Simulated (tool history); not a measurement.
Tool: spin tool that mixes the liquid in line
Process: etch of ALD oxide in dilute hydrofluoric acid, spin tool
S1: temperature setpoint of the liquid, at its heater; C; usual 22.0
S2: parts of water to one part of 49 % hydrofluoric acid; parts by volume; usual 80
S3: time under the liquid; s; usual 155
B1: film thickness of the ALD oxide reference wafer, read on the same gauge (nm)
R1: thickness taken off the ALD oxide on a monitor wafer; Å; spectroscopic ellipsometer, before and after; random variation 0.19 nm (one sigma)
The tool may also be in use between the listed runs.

run    hour    S1   S2   S3      B1     R1
  1     0.0  22.0   55  155  140.01  647.4
       57.9  -- gauge calibrated
  2    77.7  22.0   80  155  140.01  427.6
       89.0  -- hydrofluoric acid flow meter replaced
  3   119.1  22.0   80  155  140.01  427.2
  4   173.9  22.0   80  155  139.99  425.7
  5   228.7  20.0   70  155  140.00  457.7
  6   281.3  20.0   70  155  140.00  453.6
      309.5  -- thermometer replaced
  7   339.9  20.0   70  155  139.99  456.6
  8   438.1  22.0   80  155  140.00  428.5
  9   512.7  24.0   80  155  140.02  462.8
 10   552.2  22.0   80  125  139.99  344.8
 11   597.1  25.5   80   70  140.01  222.2
 12   673.6  22.0   80  155  140.01  426.0
 13   777.7  22.0   55  155  140.00  645.2
 14   856.2  22.0   60  185  140.00  698.6
 15   945.2  22.0   80  155  140.00  430.6
 16   991.1  22.0   80  120  139.99  331.8
 17  1092.8  22.0   65  110  140.01  377.3
 18  1170.3  22.0   55  155  140.00  641.9
     1186.8  -- hydrofluoric acid flow meter replaced
 19  1245.0  19.5   45  100  140.00  460.1
 20  1335.2  25.5   80   70  140.00  221.6
 21  1413.3  22.0   80  190  140.00  523.4
 22  1480.4  22.0   80  155  140.01  426.6
 23  1524.3  19.0   65  155  140.00  473.3
 24  1574.2  17.5   55   90  139.98  308.0
 25  1646.2  22.0   80  195  139.98  539.4
 26  1722.5  22.0   80  155  140.00  426.3
 27  1776.2  22.0   80  155  140.00  430.8
 28  1837.0  25.5   90  215  140.00  595.4
 29  1902.6  22.0  105   65  140.01  132.3
     1943.7  -- gauge calibrated
 30  1987.3  22.0   90  155  140.01  374.5
 31  2026.3  20.0   80  155  140.01  394.7
 32  2120.6  22.0   80  155  140.02  430.4
 33  2194.2  18.5   55   85  140.01  300.5

Forecast each of these 5 alternatives for the next run:
  A  2194.7  25.0   80  155   ?   ?
  B  2194.7  19.5   50  210   ?   ?
  C  2194.7  19.5   55  220   ?   ?
  D  2194.7  22.0  110   90   ?   ?
  E  2194.7  18.5   55  120   ?   ?

run      B1     R1
  A  139.98  481.5
  B  139.98  863.5
  C  139.98  817.5
  D  139.98  173.9
  E  139.98  427.3
Without the tool's hidden state the same runs would have given:
run     R1
  A  481.5
  B  863.5
  C  817.5
  D  173.9
  E  427.3
